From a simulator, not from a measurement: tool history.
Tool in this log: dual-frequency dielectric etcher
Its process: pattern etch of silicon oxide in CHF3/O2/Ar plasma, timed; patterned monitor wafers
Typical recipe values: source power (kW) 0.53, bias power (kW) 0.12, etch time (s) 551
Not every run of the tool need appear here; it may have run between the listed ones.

| run | hour | source power (kW) | bias power (kW) | etch time (s) | read-back reference wafer on the same gauge, depth_nm | mean etch depth across the wafer (angstrom) |
|---|---|---|---|---|---|---|
| 1 | 0 | 0.53 | 0.12 | 551 | 1004.3 | 8960 |
| 2 | 69.6 | 0.53 | 0.12 | 551 | 1006.1 | 8936 |
| 3 | 94.3 | 0.53 | 0.12 | 551 | 1005 | 9023 |
| 4 | 136.5 | 0.53 | 0.12 | 551 | 1005.8 | 9025 |
| 5 | 203 | 0.53 | 0.12 | 551 | 1005.9 | 9040 |
| 6 | 244.4 | 0.53 | 0.12 | 551 | 1004.7 | 9111 |
| 7 | 298 | 0.41 | 0.12 | 670.5 | 1005.3 | 9992 |
|  | 308.8 | bias power generator calibrated |
|  | 343.6 | wet clean of the chamber |
|  | 343.9 | upper electrode replaced |
| 8 | 360.9 | 0.53 | 0.12 | 551 | 1005.3 | 8901 |
|  | 413.7 | source power generator calibrated |
| 9 | 415.6 | 0.59 | 0.095 | 551 | 1005.7 | 8540 |
| 10 | 453 | 0.53 | 0.12 | 652 | 1004.9 | 10624 |
| 11 | 513 | 0.61 | 0.12 | 385.5 | 1004.3 | 6648 |
| 12 | 552.8 | 0.53 | 0.12 | 594.5 | 1006 | 9740 |
| 13 | 597.6 | 0.48 | 0.129 | 551 | 1005.5 | 8951 |
|  | 609.5 | gauge calibrated |
| 14 | 624.2 | 0.53 | 0.12 | 551 | 1004.4 | 9064 |
| 15 | 654.7 | 0.63 | 0.145 | 445.5 | 1005.6 | 8512 |
| 16 | 716.7 | 0.53 | 0.12 | 551 | 1005.3 | 9142 |
|  | 766.6 | wet clean of the chamber |
| 17 | 767.1 | 0.43 | 0.12 | 687.5 | 1005.4 | 10217 |
| 18 | 813.3 | 0.53 | 0.12 | 551 | 1004.5 | 8910 |
| 19 | 873.2 | 0.43 | 0.12 | 551 | 1004.1 | 8299 |
| 20 | 899.9 | 0.53 | 0.12 | 551 | 1005.6 | 8972 |
| 21 | 951.4 | 0.47 | 0.12 | 425.5 | 1004.2 | 6638 |
| 22 | 1002.4 | 0.42 | 0.098 | 686 | 1004.9 | 9555 |
| 23 | 1048.8 | 0.4 | 0.12 | 551 | 1006.1 | 8142 |
| 24 | 1116.7 | 0.41 | 0.111 | 416 | 1005.1 | 6069 |
| 25 | 1146.4 | 0.49 | 0.096 | 658 | 1004.8 | 9771 |
| 26 | 1191.9 | 0.43 | 0.111 | 464.5 | 1005.3 | 6932 |
|  | 1248.3 | wet clean of the chamber |
| 27 | 1248.8 | 0.53 | 0.12 | 551 | 1004.6 | 8915 |
| 28 | 1303.5 | 0.53 | 0.094 | 551 | 1004.6 | 8100 |
| 29 | 1350.7 | 0.53 | 0.12 | 551 | 1005.7 | 8878 |

Each row is a separate what-if for the run after 29, all from the same tool condition, not one after another. Results?
| A | 1351.3 | 0.53 | 0.12 | 551 | ? | ? |
| B | 1351.3 | 0.49 | 0.12 | 551 | ? | ? |
| C | 1351.3 | 0.63 | 0.12 | 442 | ? | ? |
| D | 1351.3 | 0.65 | 0.149 | 661 | ? | ? |

| run | read-back reference wafer on the same gauge, depth_nm | mean etch depth across the wafer (angstrom) |
|---|---|---|
| A | 1005.2 | 8954 |
| B | 1005.2 | 8674 |
| C | 1005.2 | 7703 |
| D | 1005.2 | 12656 |
Stripped of hidden state, with their random variation kept, the same runs would have yielded:
| run | mean etch depth across the wafer (angstrom) |
|---|---|
| A | 8873 |
| B | 8596 |
| C | 7633 |
| D | 12542 |
